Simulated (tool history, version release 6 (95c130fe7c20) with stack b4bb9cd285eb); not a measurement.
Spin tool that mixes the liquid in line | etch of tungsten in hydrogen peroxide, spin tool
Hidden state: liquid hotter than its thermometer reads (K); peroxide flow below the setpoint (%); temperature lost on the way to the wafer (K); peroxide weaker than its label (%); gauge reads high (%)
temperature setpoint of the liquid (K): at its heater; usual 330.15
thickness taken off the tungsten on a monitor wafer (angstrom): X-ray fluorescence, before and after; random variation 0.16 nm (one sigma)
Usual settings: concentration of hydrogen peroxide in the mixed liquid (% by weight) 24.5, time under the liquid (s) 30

| run | day | temperature setpoint of the liquid (K) | concentration of hydrogen peroxide in the mixed liquid (% by weight) | time under the liquid (s) | wafers since the last listed run | hours since the thermometer was replaced | hours since the peroxide flow meter was replaced | hours since the heated supply line was repaired | hours since the drum of peroxide was connected | hours since the gauge calibration | read-back film thickness of the tungsten reference wafer, read on the same gauge (nm) | thickness taken off the tungsten on a monitor wafer (angstrom) |
|---|---|---|---|---|---|---|---|---|---|---|---|---|
| 1 | 0.000 | 330.15 | 24.5 | 30 | 0 | 1807.7 | 762.1 | 2785.9 | 30.7 | 28.2 | 80.02 | 475.9 |
| 2 | 1.217 | 330.15 | 24.5 | 30 | 369 | 1836.9 | 791.3 | 2815.1 | 59.9 | 57.4 | 79.97 | 476.0 |
| 3 | 2.538 | 330.15 | 24.5 | 30 | 401 | 1868.6 | 823.0 | 2846.8 | 91.6 | 89.1 | 79.98 | 473.4 |
| 4 | 3.538 | 330.15 | 24.5 | 20 | 304 | 1892.6 | 847.0 | 2870.8 | 115.6 | 113.1 | 80.01 | 314.7 |
| 5 | 4.671 | 330.15 | 24.5 | 20 | 344 | 1919.8 | 874.2 | 2898.0 | 142.8 | 140.3 | 79.97 | 316.4 |
| 6 | 6.046 | 330.15 | 24.5 | 20 | 418 | 1952.8 | 907.2 | 2931.0 | 175.8 | 173.3 | 79.99 | 315.4 |
|  | 6.762 | thermometer replaced |
|  | 7.492 | peroxide flow meter replaced |
| 7 | 8.621 | 330.15 | 24.5 | 30 | 757 | 44.6 | 27.1 | 2992.8 | 237.6 | 235.1 | 79.97 | 482.9 |
| 8 | 9.912 | 321.65 | 26.5 | 30 | 392 | 75.6 | 58.1 | 3023.8 | 268.6 | 266.1 | 79.96 | 301.5 |
| 9 | 10.892 | 337.65 | 19.0 | 45 | 297 | 99.1 | 81.6 | 3047.3 | 292.1 | 289.6 | 79.98 | 980.2 |
| 10 | 12.246 | 330.15 | 30.0 | 50 | 411 | 131.6 | 114.1 | 3079.8 | 324.6 | 322.1 | 80.01 | 894.6 |
|  | 12.338 | new drum of peroxide connected |
|  | 12.571 | heated supply line repaired |
|  | 12.800 | gauge calibrated |
| 11 | 13.371 | 336.65 | 18.0 | 30 | 316 | 158.6 | 141.1 | 19.2 | 24.8 | 13.7 | 80.03 | 600.4 |
| 12 | 14.346 | 330.15 | 24.5 | 40 | 296 | 182.0 | 164.5 | 42.6 | 48.2 | 37.1 | 79.95 | 644.2 |
| 13 | 15.688 | 330.15 | 28.5 | 30 | 407 | 214.2 | 196.7 | 74.8 | 80.4 | 69.3 | 80.02 | 520.2 |
| 14 | 16.508 | 330.15 | 27.5 | 35 | 249 | 233.9 | 216.4 | 94.5 | 100.1 | 89.0 | 80.02 | 593.8 |
| 15 | 17.217 | 330.15 | 24.5 | 30 | 215 | 250.9 | 233.4 | 111.5 | 117.1 | 106.0 | 80.01 | 482.8 |

3 ways to go on from here, each from the tool as it stands after run 15. What would each give?
| A | 17.233 | 330.15 | 24.5 | 15 | 5 | 251.3 | 233.8 | 111.9 | 117.5 | 106.4 | ? | ? |
| B | 17.233 | 330.15 | 22.0 | 20 | 5 | 251.3 | 233.8 | 111.9 | 117.5 | 106.4 | ? | ? |
| C | 17.233 | 330.15 | 30.0 | 30 | 5 | 251.3 | 233.8 | 111.9 | 117.5 | 106.4 | ? | ? |

| run | read-back film thickness of the tungsten reference wafer, read on the same gauge (nm) | thickness taken off the tungsten on a monitor wafer (angstrom) |
|---|---|---|
| A | 79.98 | 240.5 |
| B | 79.98 | 303.8 |
| C | 79.98 | 532.2 |
Without the tool's hidden state the same runs would have given:
| run | thickness taken off the tungsten on a monitor wafer (angstrom) |
|---|---|
| A | 243.5 |
| B | 307.7 |
| C | 538.9 |
